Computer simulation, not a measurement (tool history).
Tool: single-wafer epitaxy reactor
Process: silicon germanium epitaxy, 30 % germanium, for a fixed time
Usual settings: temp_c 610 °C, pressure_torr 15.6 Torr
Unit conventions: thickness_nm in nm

run,hour,temp_c,pressure_torr,wafers since the last listed run,hours since the last pyrometer calibration,hours since the last manometer calibration,hours since the showerhead was replaced,hours since the gauge calibration,"read-back reference wafer on the same gauge, thickness_nm",thickness_nm
1,0.0,610,16.6,0,2182.5,2283.2,4192.5,164.6,66.838,61.684
2,20.9,603,15.6,192,2203.4,2304.1,4213.4,185.5,66.922,53.138
3,52.1,610,15.6,287,2234.6,2335.3,4244.6,216.7,67.075,60.594
4,84.2,610,15.6,295,2266.7,2367.4,4276.7,248.8,67.166,60.597
# hour 99.2: gauge calibrated
5,116.7,610,15.6,299,2299.2,2399.9,4309.2,17.5,66.382,59.865
6,140.0,610,15.6,214,2322.5,2423.2,4332.5,40.8,66.396,60.056
7,167.1,610,15.6,249,2349.6,2450.3,4359.6,67.9,66.437,60.180
8,219.0,604,13.9,478,2401.5,2502.2,4411.5,119.8,66.471,51.752
9,238.4,604,13.9,178,2420.9,2521.6,4430.9,139.2,66.572,51.916
# hour 247.3: showerhead replaced
10,261.7,610,15.6,141,2444.2,2544.9,14.4,162.5,66.607,59.842
11,276.4,610,15.6,135,2458.9,2559.6,29.1,177.2,66.659,60.235
# hour 303.6: pyrometer calibrated
12,308.6,617,18.1,223,5.0,2591.8,61.3,209.4,66.710,71.809
13,323.3,605,15.6,135,19.7,2606.5,76.0,224.1,66.841,54.954
14,345.9,602,16.9,208,42.3,2629.1,98.6,246.7,66.929,53.403
# hour 355.8: gauge calibrated
# hour 360.8: capacitance manometer re-zeroed and calibrated
15,361.3,620,15.6,68,57.7,0.5,114.0,5.5,66.548,71.780
16,382.1,610,15.6,191,78.5,21.3,134.8,26.3,66.545,60.316
17,412.2,601,14.6,277,108.6,51.4,164.9,56.4,66.510,49.910
18,441.9,610,15.6,273,138.3,81.1,194.6,86.1,66.601,60.119
19,474.0,618,18.4,295,170.4,113.2,226.7,118.2,66.601,73.553
20,490.5,610,19.0,152,186.9,129.7,243.2,134.7,66.691,64.098
21,515.6,602,12.4,231,212.0,154.8,268.3,159.8,66.765,48.087

What the log doesn't show, run by run:
wafer temperature above the value expected at the setpoint (K): 0, the same for each run
true pressure above the setpoint (%): 0, the same for each run
H1: gauge reads high (%)
run,H1
1,0.585
2,0.686
3,0.86
4,1.07
5,-0.203
6,-0.185
7,-0.144
8,-0.00877
9,0.0609
10,0.158
11,0.228
12,0.4
13,0.489
14,0.636
15,0.0345
16,0.0437
17,0.0782
18,0.137
19,0.228
20,0.286
21,0.388

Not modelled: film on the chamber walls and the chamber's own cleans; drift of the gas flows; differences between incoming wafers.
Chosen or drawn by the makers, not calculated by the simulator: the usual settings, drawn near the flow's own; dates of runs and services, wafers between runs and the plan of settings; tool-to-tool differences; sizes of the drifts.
